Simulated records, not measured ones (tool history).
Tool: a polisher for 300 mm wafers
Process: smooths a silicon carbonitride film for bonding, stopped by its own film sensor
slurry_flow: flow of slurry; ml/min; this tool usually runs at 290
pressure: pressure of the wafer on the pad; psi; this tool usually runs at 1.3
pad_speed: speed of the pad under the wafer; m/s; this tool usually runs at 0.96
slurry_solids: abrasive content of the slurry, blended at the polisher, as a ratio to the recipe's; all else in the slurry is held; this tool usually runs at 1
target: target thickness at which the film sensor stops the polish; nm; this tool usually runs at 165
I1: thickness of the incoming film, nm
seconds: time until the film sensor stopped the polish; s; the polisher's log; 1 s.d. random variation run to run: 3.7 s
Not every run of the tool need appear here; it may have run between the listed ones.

run 1 hour=0 | slurry_flow=290 pressure=1.3 pad_speed=0.96 slurry_solids=1 target=165 | I1=189.6 | seconds=202.8
run 2 hour=8.7 | slurry_flow=290 pressure=1.3 pad_speed=0.96 slurry_solids=1 target=165 | I1=191.4 | seconds=211.9
run 3 hour=25.9 | slurry_flow=290 pressure=1.3 pad_speed=0.96 slurry_solids=1 target=165 | I1=190.8 | seconds=211.8
run 4 hour=33.4 | slurry_flow=290 pressure=1.3 pad_speed=0.96 slurry_solids=1 target=165 | I1=191.5 | seconds=225.5
run 5 hour=44.5 | slurry_flow=290 pressure=1.3 pad_speed=0.96 slurry_solids=1 target=165 | I1=185.9 | seconds=173.1
run 6 hour=50.7 | slurry_flow=290 pressure=1.3 pad_speed=0.96 slurry_solids=1 target=165 | I1=190.1 | seconds=210.9
run 7 hour=60.4 | slurry_flow=290 pressure=1.3 pad_speed=0.96 slurry_solids=1 target=165 | I1=191.5 | seconds=213.6
run 8 hour=70.8 | slurry_flow=290 pressure=1.3 pad_speed=0.96 slurry_solids=1 target=165 | I1=186.9 | seconds=185.2
run 9 hour=86.1 | slurry_flow=290 pressure=1.3 pad_speed=0.96 slurry_solids=1 target=165 | I1=186.8 | seconds=187.9
run 10 hour=98.8 | slurry_flow=290 pressure=1.3 pad_speed=0.96 slurry_solids=1 target=165 | I1=189.6 | seconds=200.6
-- hour=118.9 head pressure recalibrated
-- hour=153.1 slurry nozzle cleaned
run 11 hour=153.6 | slurry_flow=290 pressure=1.3 pad_speed=0.96 slurry_solids=1 target=165 | I1=188.5 | seconds=200.3
-- hour=169 worn pad replaced by a new one
run 12 hour=183.1 | slurry_flow=290 pressure=1.3 pad_speed=1.12 slurry_solids=1 target=165 | I1=192.4 | seconds=213.3
-- hour=196.7 slurry blender recalibrated
run 13 hour=197.2 | slurry_flow=290 pressure=1.3 pad_speed=0.96 slurry_solids=1 target=165 | I1=188.7 | seconds=187.2
run 14 hour=205.9 | slurry_flow=290 pressure=1 pad_speed=1.08 slurry_solids=1 target=159 | I1=190.2 | seconds=266
run 15 hour=213.4 | slurry_flow=290 pressure=1.3 pad_speed=0.96 slurry_solids=1 target=165 | I1=189.1 | seconds=184.4
run 16 hour=223.3 | slurry_flow=360 pressure=1.5 pad_speed=0.66 slurry_solids=1 target=161 | I1=192.7 | seconds=260.7
run 17 hour=235.4 | slurry_flow=290 pressure=1.3 pad_speed=0.96 slurry_solids=1.3 target=165 | I1=188 | seconds=151.2
run 18 hour=247.4 | slurry_flow=290 pressure=1.3 pad_speed=0.84 slurry_solids=1 target=171 | I1=188.3 | seconds=144
run 19 hour=264 | slurry_flow=290 pressure=1 pad_speed=0.96 slurry_solids=1 target=173 | I1=190.2 | seconds=162.5
run 20 hour=276 | slurry_flow=290 pressure=1.6 pad_speed=0.96 slurry_solids=1 target=165 | I1=189.5 | seconds=172.3

Same runs, no hidden state in the tool, same run-to-run variation:
The hidden state here: removal rate lost through wear of the pad, %; slurry flow missing at the pad, %; deviation of the head's pressure from its setpoint, %; abrasive missing from the slurry, %.
run=1 seconds=192
run=2 seconds=200
run=3 seconds=198.9
run=4 seconds=211.2
run=5 seconds=161.6
run=6 seconds=196.4
run=7 seconds=198.3
run=8 seconds=171.3
run=9 seconds=172.9
run=10 seconds=183.8
run=11 seconds=179.9
run=12 seconds=189.6
run=13 seconds=184.6
run=14 seconds=261.7
run=15 seconds=181
run=16 seconds=255.3
run=17 seconds=148.3
run=18 seconds=140
run=19 seconds=157.3
run=20 seconds=166.1
